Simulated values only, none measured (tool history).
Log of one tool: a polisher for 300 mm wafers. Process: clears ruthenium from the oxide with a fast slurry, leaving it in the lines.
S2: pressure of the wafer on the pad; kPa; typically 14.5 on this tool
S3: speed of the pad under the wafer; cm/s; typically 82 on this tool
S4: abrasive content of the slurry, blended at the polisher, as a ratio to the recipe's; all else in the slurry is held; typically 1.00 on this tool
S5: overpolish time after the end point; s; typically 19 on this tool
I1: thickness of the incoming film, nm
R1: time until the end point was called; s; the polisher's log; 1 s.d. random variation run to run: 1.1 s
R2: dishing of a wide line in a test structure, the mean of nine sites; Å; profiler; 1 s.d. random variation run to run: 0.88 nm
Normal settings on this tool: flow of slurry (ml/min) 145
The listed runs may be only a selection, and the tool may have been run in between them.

{"run": 1, "day": 0.0, "flow of slurry (ml/min)": 145, "S2": 14.5, "S3": 82, "S4": 1.0, "S5": 19, "I1": 166.8, "R1": 67.4, "R2": 390}
{"day": 2.562, "done": "worn pad replaced by a new one"}
{"day": 2.654, "done": "slurry blender recalibrated"}
{"run": 2, "day": 2.675, "flow of slurry (ml/min)": 145, "S2": 14.5, "S3": 82, "S4": 1.0, "S5": 14, "I1": 172.3, "R1": 63.5, "R2": 307}
{"run": 3, "day": 3.479, "flow of slurry (ml/min)": 145, "S2": 14.5, "S3": 82, "S4": 1.0, "S5": 19, "I1": 168.0, "R1": 61.5, "R2": 412}
{"run": 4, "day": 5.425, "flow of slurry (ml/min)": 145, "S2": 14.5, "S3": 82, "S4": 1.0, "S5": 19, "I1": 170.6, "R1": 66.0, "R2": 393}
{"run": 5, "day": 6.979, "flow of slurry (ml/min)": 145, "S2": 14.5, "S3": 82, "S4": 1.0, "S5": 19, "I1": 169.1, "R1": 67.8, "R2": 397}
{"run": 6, "day": 8.262, "flow of slurry (ml/min)": 145, "S2": 14.5, "S3": 82, "S4": 1.0, "S5": 19, "I1": 170.6, "R1": 71.5, "R2": 381}
{"day": 8.746, "done": "worn pad replaced by a new one"}
{"run": 7, "day": 9.971, "flow of slurry (ml/min)": 145, "S2": 14.5, "S3": 82, "S4": 1.0, "S5": 19, "I1": 169.7, "R1": 69.2, "R2": 365}
{"day": 10.642, "done": "slurry blender recalibrated"}
{"run": 8, "day": 11.508, "flow of slurry (ml/min)": 145, "S2": 17.9, "S3": 82, "S4": 0.75, "S5": 19, "I1": 170.6, "R1": 64.4, "R2": 384}
{"run": 9, "day": 14.458, "flow of slurry (ml/min)": 145, "S2": 14.5, "S3": 98, "S4": 1.0, "S5": 19, "I1": 169.8, "R1": 61.4, "R2": 427}
{"day": 15.054, "done": "worn pad replaced by a new one"}
{"run": 10, "day": 16.638, "flow of slurry (ml/min)": 105, "S2": 17.2, "S3": 82, "S4": 1.0, "S5": 19, "I1": 171.1, "R1": 64.4, "R2": 407}
{"day": 18.396, "done": "slurry blender recalibrated"}
{"run": 11, "day": 19.579, "flow of slurry (ml/min)": 145, "S2": 14.5, "S3": 100, "S4": 1.0, "S5": 19, "I1": 169.0, "R1": 58.6, "R2": 441}

Predict the results of run 12:
{"day": 21.754, "done": "head pressure recalibrated"}
{"day": 22.229, "done": "worn pad replaced by a new one"}
{"run": 12, "day": 22.508, "flow of slurry (ml/min)": 145, "S2": 17.2, "S3": 82, "S4": 1.0, "S5": 19, "I1": 171.1, "R1": "?", "R2": "?"}

R1: 57.0 s
R2: 462 Å
Were there no unlogged condition in the tool, this run, its random variation unchanged, would have produced R1 54.2 s, R2 483 Å.
